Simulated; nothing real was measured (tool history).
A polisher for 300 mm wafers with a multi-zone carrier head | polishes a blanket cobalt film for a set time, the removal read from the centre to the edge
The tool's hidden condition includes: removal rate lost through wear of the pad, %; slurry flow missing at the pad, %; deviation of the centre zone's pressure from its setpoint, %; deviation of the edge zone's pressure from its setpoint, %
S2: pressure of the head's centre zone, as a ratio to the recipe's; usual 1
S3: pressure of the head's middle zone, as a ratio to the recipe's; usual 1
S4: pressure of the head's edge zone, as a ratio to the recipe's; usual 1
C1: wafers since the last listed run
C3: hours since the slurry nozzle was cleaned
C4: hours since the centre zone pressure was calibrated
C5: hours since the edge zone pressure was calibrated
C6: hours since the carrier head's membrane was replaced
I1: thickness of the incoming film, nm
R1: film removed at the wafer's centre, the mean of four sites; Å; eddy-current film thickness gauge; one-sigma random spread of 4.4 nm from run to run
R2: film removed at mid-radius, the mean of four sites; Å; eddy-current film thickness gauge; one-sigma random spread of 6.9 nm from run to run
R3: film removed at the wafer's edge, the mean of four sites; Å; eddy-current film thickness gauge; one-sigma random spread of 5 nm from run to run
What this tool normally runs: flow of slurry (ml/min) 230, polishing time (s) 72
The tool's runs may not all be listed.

{"run": 1, "hour": 0.0, "flow of slurry (ml/min)": 230, "S2": 1.08, "S3": 1, "S4": 1, "polishing time (s)": 64, "C1": 0, "wafers polished on this pad": 1221, "C3": 333.9, "C4": 70.2, "C5": 546.2, "C6": 697, "I1": 1436.2, "R1": 4541, "R2": 4029, "R3": 4376}
{"run": 2, "hour": 45.4, "flow of slurry (ml/min)": 230, "S2": 1, "S3": 1.07, "S4": 1.1, "polishing time (s)": 61, "C1": 553, "wafers polished on this pad": 1774, "C3": 379.3, "C4": 115.6, "C5": 591.6, "C6": 742.4, "I1": 1414.5, "R1": 4068, "R2": 4183, "R3": 4321}
{"run": 3, "hour": 85.2, "flow of slurry (ml/min)": 195, "S2": 1, "S3": 0.94, "S4": 1, "polishing time (s)": 59, "C1": 484, "wafers polished on this pad": 2259, "C3": 419.1, "C4": 155.4, "C5": 631.4, "C6": 782.2, "I1": 1396.3, "R1": 3779, "R2": 3520, "R3": 3888}
{"hour": 104.6, "done": "carrier head's membrane replaced by a new one"}
{"run": 4, "hour": 124.9, "flow of slurry (ml/min)": 150, "S2": 1, "S3": 1, "S4": 0.93, "polishing time (s)": 72, "C1": 422, "wafers polished on this pad": 2682, "C3": 458.8, "C4": 195.1, "C5": 671.1, "C6": 20.3, "I1": 1422.2, "R1": 4126, "R2": 4188, "R3": 4264}
{"hour": 173.6, "done": "slurry nozzle cleaned"}
{"run": 5, "hour": 183.0, "flow of slurry (ml/min)": 155, "S2": 1.1, "S3": 0.92, "S4": 1, "polishing time (s)": 57, "C1": 695, "wafers polished on this pad": 3377, "C3": 9.4, "C4": 253.2, "C5": 729.2, "C6": 78.4, "I1": 1448.8, "R1": 3875, "R2": 3308, "R3": 3721}
{"run": 6, "hour": 210.6, "flow of slurry (ml/min)": 230, "S2": 1, "S3": 1, "S4": 1, "polishing time (s)": 72, "C1": 336, "wafers polished on this pad": 3714, "C3": 37, "C4": 280.8, "C5": 756.8, "C6": 106, "I1": 1423.4, "R1": 4833, "R2": 4753, "R3": 4887}
{"run": 7, "hour": 278.0, "flow of slurry (ml/min)": 170, "S2": 1, "S3": 1.03, "S4": 1, "polishing time (s)": 72, "C1": 821, "wafers polished on this pad": 4535, "C3": 104.4, "C4": 348.2, "C5": 824.2, "C6": 173.4, "I1": 1420.8, "R1": 4538, "R2": 4521, "R3": 4660}
{"run": 8, "hour": 324.8, "flow of slurry (ml/min)": 200, "S2": 1, "S3": 1, "S4": 1, "polishing time (s)": 72, "C1": 570, "wafers polished on this pad": 5105, "C3": 151.2, "C4": 395, "C5": 871, "C6": 220.2, "I1": 1427.2, "R1": 4743, "R2": 4558, "R3": 4816}
{"run": 9, "hour": 386.9, "flow of slurry (ml/min)": 230, "S2": 1, "S3": 1, "S4": 0.88, "polishing time (s)": 90, "C1": 756, "wafers polished on this pad": 5862, "C3": 213.3, "C4": 457.1, "C5": 933.1, "C6": 282.3, "I1": 1397.1, "R1": 5931, "R2": 5904, "R3": 5843}
{"hour": 420.1, "done": "worn pad replaced by a new one"}
{"run": 10, "hour": 420.6, "flow of slurry (ml/min)": 230, "S2": 1, "S3": 0.96, "S4": 0.9, "polishing time (s)": 72, "C1": 361, "wafers polished on this pad": 5, "C3": 247, "C4": 490.8, "C5": 966.8, "C6": 316, "I1": 1429.8, "R1": 4756, "R2": 4459, "R3": 4667}
{"run": 11, "hour": 450.1, "flow of slurry (ml/min)": 255, "S2": 1, "S3": 1, "S4": 0.89, "polishing time (s)": 72, "C1": 359, "wafers polished on this pad": 365, "C3": 276.5, "C4": 520.3, "C5": 996.3, "C6": 345.5, "I1": 1417.2, "R1": 4805, "R2": 4732, "R3": 4604}
{"run": 12, "hour": 476.5, "flow of slurry (ml/min)": 230, "S2": 1, "S3": 1, "S4": 1, "polishing time (s)": 72, "C1": 321, "wafers polished on this pad": 686, "C3": 302.9, "C4": 546.7, "C5": 1022.7, "C6": 371.9, "I1": 1415.8, "R1": 4715, "R2": 4752, "R3": 4904}
{"run": 13, "hour": 508.2, "flow of slurry (ml/min)": 230, "S2": 1, "S3": 1, "S4": 1, "polishing time (s)": 72, "C1": 386, "wafers polished on this pad": 1072, "C3": 334.6, "C4": 578.4, "C5": 1054.4, "C6": 403.6, "I1": 1388.4, "R1": 4690, "R2": 4845, "R3": 4826}
{"run": 14, "hour": 571.4, "flow of slurry (ml/min)": 230, "S2": 1, "S3": 1, "S4": 1, "polishing time (s)": 72, "C1": 770, "wafers polished on this pad": 1842, "C3": 397.8, "C4": 641.6, "C5": 1117.6, "C6": 466.8, "I1": 1416.7, "R1": 4718, "R2": 4787, "R3": 4720}
{"run": 15, "hour": 643.0, "flow of slurry (ml/min)": 230, "S2": 1.1, "S3": 1.1, "S4": 0.94, "polishing time (s)": 61, "C1": 872, "wafers polished on this pad": 2715, "C3": 469.4, "C4": 713.2, "C5": 1189.2, "C6": 538.4, "I1": 1425, "R1": 4387, "R2": 4217, "R3": 3912}
{"hour": 673.6, "done": "centre zone pressure recalibrated"}
{"run": 16, "hour": 710.6, "flow of slurry (ml/min)": 230, "S2": 1, "S3": 0.96, "S4": 1, "polishing time (s)": 92, "C1": 799, "wafers polished on this pad": 3514, "C3": 537, "C4": 37, "C5": 1256.8, "C6": 606, "I1": 1420.8, "R1": 5939, "R2": 5804, "R3": 6083}
{"hour": 726.4, "done": "slurry nozzle cleaned"}
{"hour": 775.2, "done": "carrier head's membrane replaced by a new one"}
{"run": 17, "hour": 900.1, "flow of slurry (ml/min)": 230, "S2": 1, "S3": 1, "S4": 0.93, "polishing time (s)": 72, "C1": 2235, "wafers polished on this pad": 5750, "C3": 173.7, "C4": 226.5, "C5": 1446.3, "C6": 124.9, "I1": 1403.6, "R1": 4837, "R2": 4748, "R3": 4843}
{"hour": 909.2, "done": "edge zone pressure recalibrated"}
{"hour": 951.0, "done": "worn pad replaced by a new one"}
{"run": 18, "hour": 951.5, "flow of slurry (ml/min)": 195, "S2": 1, "S3": 0.94, "S4": 1, "polishing time (s)": 59, "C1": 553, "wafers polished on this pad": 6, "C3": 225.1, "C4": 277.9, "C5": 42.3, "C6": 176.3, "I1": 1395, "R1": 3857, "R2": 3567, "R3": 3929}
{"run": 19, "hour": 999.5, "flow of slurry (ml/min)": 230, "S2": 0.97, "S3": 1, "S4": 0.91, "polishing time (s)": 72, "C1": 584, "wafers polished on this pad": 591, "C3": 273.1, "C4": 325.9, "C5": 90.3, "C6": 224.3, "I1": 1441.4, "R1": 4537, "R2": 4691, "R3": 4662}
{"run": 20, "hour": 1039.2, "flow of slurry (ml/min)": 230, "S2": 1, "S3": 1, "S4": 1, "polishing time (s)": 72, "C1": 483, "wafers polished on this pad": 1074, "C3": 312.8, "C4": 365.6, "C5": 130, "C6": 264, "I1": 1428.2, "R1": 4711, "R2": 4721, "R3": 4915}
{"run": 21, "hour": 1071.7, "flow of slurry (ml/min)": 230, "S2": 1.06, "S3": 1, "S4": 0.92, "polishing time (s)": 91, "C1": 395, "wafers polished on this pad": 1470, "C3": 345.3, "C4": 398.1, "C5": 162.5, "C6": 296.5, "I1": 1405.5, "R1": 6454, "R2": 5784, "R3": 5868}

The tool's hidden state at each run:
removal rate lost through wear of the pad, %: 0, the same for each run
deviation of the centre zone's pressure from its setpoint, %: 0, the same for each run
deviation of the edge zone's pressure from its setpoint, %: 0, the same for each run
H1: slurry flow missing at the pad, %
run=1 H1=13.5
run=2 H1=15.2
run=3 H1=16.8
run=4 H1=18.3
run=5 H1=3.63
run=6 H1=4.69
run=7 H1=7.29
run=8 H1=9.1
run=9 H1=11.5
run=10 H1=12.8
run=11 H1=13.9
run=12 H1=15
run=13 H1=16.2
run=14 H1=18.6
run=15 H1=21.4
run=16 H1=24
run=17 H1=7.81
run=18 H1=9.79
run=19 H1=11.6
run=20 H1=13.2
run=21 H1=14.4

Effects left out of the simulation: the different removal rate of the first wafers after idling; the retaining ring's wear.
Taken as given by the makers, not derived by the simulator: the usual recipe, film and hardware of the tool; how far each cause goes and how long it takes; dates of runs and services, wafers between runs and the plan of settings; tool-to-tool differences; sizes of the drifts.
